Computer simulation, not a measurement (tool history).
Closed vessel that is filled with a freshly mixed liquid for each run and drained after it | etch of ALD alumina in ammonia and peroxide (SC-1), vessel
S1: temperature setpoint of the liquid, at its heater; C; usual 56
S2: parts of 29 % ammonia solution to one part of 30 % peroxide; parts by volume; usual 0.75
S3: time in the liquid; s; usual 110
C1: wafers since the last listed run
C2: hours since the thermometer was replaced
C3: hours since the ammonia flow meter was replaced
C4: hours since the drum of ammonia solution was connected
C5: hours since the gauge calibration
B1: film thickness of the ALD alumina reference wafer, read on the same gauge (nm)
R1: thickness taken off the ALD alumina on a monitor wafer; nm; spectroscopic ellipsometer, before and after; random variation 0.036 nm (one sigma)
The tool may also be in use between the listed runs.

run	day	S1	S2	S3	C1	C2	C3	C4	C5	B1	R1
1	0	50.5	0.75	110	0	1606.4	1527	900.2	53.1	70	6.29
2	0.742	56	0.75	110	1586	1624.2	1544.8	918	70.9	70.03	8.5
3	1.117	56	1	110	802	1633.2	1553.8	927	79.9	70.02	8.7
4	1.767	56	1	110	1390	1648.8	1569.4	942.6	95.5	70.01	8.73
5	2.217	54	0.65	110	962	1659.6	1580.2	953.4	106.3	70.01	7.48
6	2.888	56	0.75	110	1434	1675.7	1596.3	969.5	122.4	69.96	8.43
7	3.604	56	0.75	110	1533	1692.9	1613.5	986.7	139.6	70.02	8.47
8	3.962	56	0.75	110	766	1701.5	1622.1	995.3	148.2	69.96	8.49
9	4.446	56	0.75	155	1033	1713.1	1633.7	1006.9	159.8	69.99	11.9
# day 4.996: new drum of ammonia solution connected
10	5.017	62.5	0.75	110	1131	1726.8	1647.4	0.5	173.5	70.03	11.81
# day 5.454: thermometer replaced
11	5.508	62.5	0.75	110	962	1.3	1659.2	12.3	185.3	69.99	10.28
12	6.004	62.5	0.75	110	1060	13.2	1671.1	24.2	197.2	69.98	10.26
13	6.379	53.5	0.75	110	802	22.2	1680.1	33.2	206.2	69.99	6.47
14	6.954	56	0.75	110	1229	36	1693.9	47	220	69.98	7.4
15	7.375	65	0.75	155	900	46.1	1704	57.1	230.1	69.96	16.54
# day 7.704: gauge calibrated
# day 7.804: ammonia flow meter replaced
16	8.046	56	0.75	110	1345	62.2	5.8	73.2	8.2	69.97	7.45
17	8.442	62	0.55	60	846	71.7	15.3	82.7	17.7	70	5.32
18	9.079	64.5	0.75	110	1363	87	30.6	98	33	69.99	11.47
19	9.592	62.5	0.75	110	1096	99.3	42.9	110.3	45.3	69.96	10.33
20	9.875	56	0.75	60	606	106.1	49.7	117.1	52.1	69.99	4.04
21	10.292	47	0.75	110	891	116.1	59.7	127.1	62.1	69.97	4.59
22	10.988	63	0.85	170	1488	132.8	76.4	143.8	78.8	70.05	16.61
23	11.608	64.5	0.9	155	1328	147.7	91.3	158.7	93.7	70.02	16.57
24	12.15	56	0.55	110	1158	160.7	104.3	171.7	106.7	70.04	7.29
25	12.642	56	0.75	65	1051	172.5	116.1	183.5	118.5	70.01	4.41
26	12.971	53	1.1	110	704	180.4	124	191.4	126.4	69.97	6.61
27	13.6	65.5	0.65	170	1345	195.5	139.1	206.5	141.5	70	18.5

Forecast each of these 5 alternatives for the next run:
A	13.629	56	1.05	110	62	196.2	139.8	207.2	142.2	?	?
B	13.629	47.5	0.85	165	62	196.2	139.8	207.2	142.2	?	?
C	13.629	59.5	0.75	145	62	196.2	139.8	207.2	142.2	?	?
D	13.629	62	0.45	135	62	196.2	139.8	207.2	142.2	?	?
E	13.629	56	0.6	65	62	196.2	139.8	207.2	142.2	?	?

run	B1	R1
A	70.03	7.75
B	70.03	7.19
C	70.03	11.87
D	70.03	11.96
E	70.03	4.34
Without the tool's hidden state the same runs would have given:
run	R1
A	7.58
B	7.03
C	11.62
D	11.71
E	4.25

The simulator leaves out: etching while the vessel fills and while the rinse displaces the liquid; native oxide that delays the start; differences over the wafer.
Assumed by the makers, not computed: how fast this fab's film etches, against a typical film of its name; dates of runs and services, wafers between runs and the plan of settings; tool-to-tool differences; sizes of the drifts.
